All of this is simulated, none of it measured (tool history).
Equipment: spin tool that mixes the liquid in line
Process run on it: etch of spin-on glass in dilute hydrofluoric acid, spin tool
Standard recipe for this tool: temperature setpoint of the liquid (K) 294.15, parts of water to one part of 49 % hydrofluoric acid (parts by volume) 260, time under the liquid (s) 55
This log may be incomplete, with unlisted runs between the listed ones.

run,hour,temperature setpoint of the liquid (K),parts of water to one part of 49 % hydrofluoric acid (parts by volume),time under the liquid (s),wafers since the last listed run,hours since the thermometer was replaced,hours since the hydrofluoric acid flow meter was replaced,hours since the gauge calibration,"read-back film thickness of the spin-on glass reference wafer, read on the same gauge (nm)",thickness taken off the spin-on glass on a monitor wafer (Å)
1,0.0,294.15,260,55,0,663.6,246.2,547.3,49.97,76.6
2,46.0,294.15,260,55,400,709.6,292.2,593.3,50.02,75.8
3,130.1,294.15,260,55,731,793.7,376.3,677.4,50.05,76.2
4,203.6,291.65,260,55,639,867.2,449.8,750.9,50.00,69.2
# hour 221.4: hydrofluoric acid flow meter replaced
5,278.1,291.65,260,55,639,941.7,56.7,825.4,49.99,69.9
6,342.9,294.15,260,55,563,1006.5,121.5,890.2,50.00,76.9
7,395.6,294.15,260,55,458,1059.2,174.2,942.9,49.96,76.6
8,446.0,294.15,260,75,438,1109.6,224.6,993.3,50.00,103.5
9,482.1,291.15,260,30,314,1145.7,260.7,1029.4,50.02,37.0
# hour 505.0: gauge calibrated
10,532.5,294.15,260,55,438,1196.1,311.1,27.5,50.03,76.1
11,585.9,294.15,260,55,464,1249.5,364.5,80.9,50.00,76.4
# hour 656.7: hydrofluoric acid flow meter replaced
12,681.9,294.15,150,35,826,1345.5,25.2,176.9,49.99,93.3
13,768.5,291.15,380,35,753,1432.1,111.8,263.5,50.01,26.6
# hour 794.9: thermometer replaced
14,805.9,294.15,260,55,316,11.0,149.2,300.9,50.04,76.7
15,902.3,297.15,190,40,838,107.4,245.6,397.3,50.06,91.1

Run 16 comes next. What will it give?
16,990.8,296.65,215,25,769,195.9,334.1,485.8,?,?

Run 16 came out at read-back film thickness of the spin-on glass reference wafer, read on the same gauge (nm) 50.01, thickness taken off the spin-on glass on a monitor wafer (Å) 48.1.
Take away the tool's hidden state, keep the run-to-run variation as it was, and the same run would have given thickness taken off the spin-on glass on a monitor wafer (Å) 48.1.
